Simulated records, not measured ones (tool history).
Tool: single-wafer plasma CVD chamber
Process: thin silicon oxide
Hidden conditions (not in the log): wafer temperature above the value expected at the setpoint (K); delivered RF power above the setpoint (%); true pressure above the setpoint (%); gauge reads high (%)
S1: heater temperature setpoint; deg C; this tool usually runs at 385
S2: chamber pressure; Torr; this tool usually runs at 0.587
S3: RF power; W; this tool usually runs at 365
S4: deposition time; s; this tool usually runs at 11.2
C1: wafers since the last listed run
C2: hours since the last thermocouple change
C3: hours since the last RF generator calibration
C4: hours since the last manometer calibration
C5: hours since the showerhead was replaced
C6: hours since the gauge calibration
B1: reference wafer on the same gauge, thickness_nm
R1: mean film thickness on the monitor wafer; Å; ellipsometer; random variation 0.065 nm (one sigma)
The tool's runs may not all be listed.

run    hour   S1     S2   S3    S4    C1      C2      C3      C4      C5      C6      B1      R1
  1       0  385  0.587  365  11.2     0  1553.1  1115.1  2061.1  3490.3  2158.5  17.407  147.28
       25.4  -- capacitance manometer re-zeroed and calibrated
  2    27.2  385  0.587  365   9.5   282  1580.3  1142.3     1.8  3517.5  2185.7    17.4  129.89
  3      77  385  0.587  365   9.5   733  1630.1  1192.1    51.6  3567.3  2235.5  17.406  130.86
         93  -- gauge calibrated
  4   133.9  385  0.587  365  11.2   837    1687    1249   108.5  3624.2    40.9  17.377  153.13
  5   173.1  385  0.661  335  11.2   576  1726.2  1288.2   147.7  3663.4    80.1  17.384  164.09
  6   208.9  396  0.637  365  11.2   526    1762    1324   183.5  3699.2   115.9  17.412  161.57
  7   251.7  377  0.487  365  10.5   629  1804.8  1366.8   226.3    3742   158.7  17.399  123.33
  8   282.4  385  0.523  365  11.2   451  1835.5  1397.5     257  3772.7   189.4  17.414  138.46
  9   312.1  377  0.587  365    10   437  1865.2  1427.2   286.7  3802.4   219.1  17.443  137.13
 10     348  385  0.587  365  11.2   528  1901.1  1463.1   322.6  3838.3     255  17.402  152.52
 11   387.4  393  0.587  410   9.7   579  1940.5  1502.5     362  3877.7   294.4  17.382  134.93
 12   436.9  385  0.587  365  11.2   728    1990    1552   411.5  3927.2   343.9  17.423  151.06
 13   472.8  385  0.587  365  11.2   528  2025.9  1587.9   447.4  3963.1   379.8  17.372  151.01
 14   502.1  385  0.587  365  11.2   431  2055.2  1617.2   476.7  3992.4   409.1   17.41  151.38
 15   551.3  385  0.642  420  12.1   724  2104.4  1666.4   525.9  4041.6   458.3  17.409  183.27
 16   620.7  385  0.724  365  11.2  1021  2173.8  1735.8   595.3    4111   527.7  17.395  177.61
      646.5  -- showerhead replaced
 17   688.6  371  0.587  410  12.2   881  2241.7  1803.7   663.2    42.1   595.6  17.449   171.6
      706.2  -- thermocouple changed; heater temperature recalibrated
 18   734.7  385  0.587  365  11.2   560    28.5  1849.8   709.3    88.2   641.7  17.389  149.55
 19   772.5  373  0.536  335  11.2   556    66.3  1887.6   747.1     126   679.5  17.429  136.94
        782  -- RF generator calibrated
 20   819.2  385  0.587  365  11.2   569     113    37.2   793.8   172.7   726.2  17.404  152.77
 21   879.2  385  0.644  365  11.2   883     173    97.2   853.8   232.7   786.2  17.397  165.37
 22   912.5  385  0.587  365  11.2   490   206.3   130.5   887.1     266   819.5  17.419   153.3
 23  1054.5  385  0.587  365  11.2  2090   348.3   272.5  1029.1     408   961.5  17.414  151.53
 24  1091.4  385  0.587  365  11.2   543   385.2   309.4    1066   444.9   998.4  17.391  151.13
 25  1129.9  400  0.549  415  12.4   566   423.7   347.9  1104.5   483.4  1036.9    17.4   164.4

Run 26 is up next; what results do you expect?
 26  1190.3  385  0.526  365  11.2  889  484.1  408.3  1164.9  543.8  1097.3   ?   ?

{"run 26": {"B1": 17.418, "R1": 138.56}}
The same run, on a tool lacking any hidden state, would have yielded R1 142.91 Å.
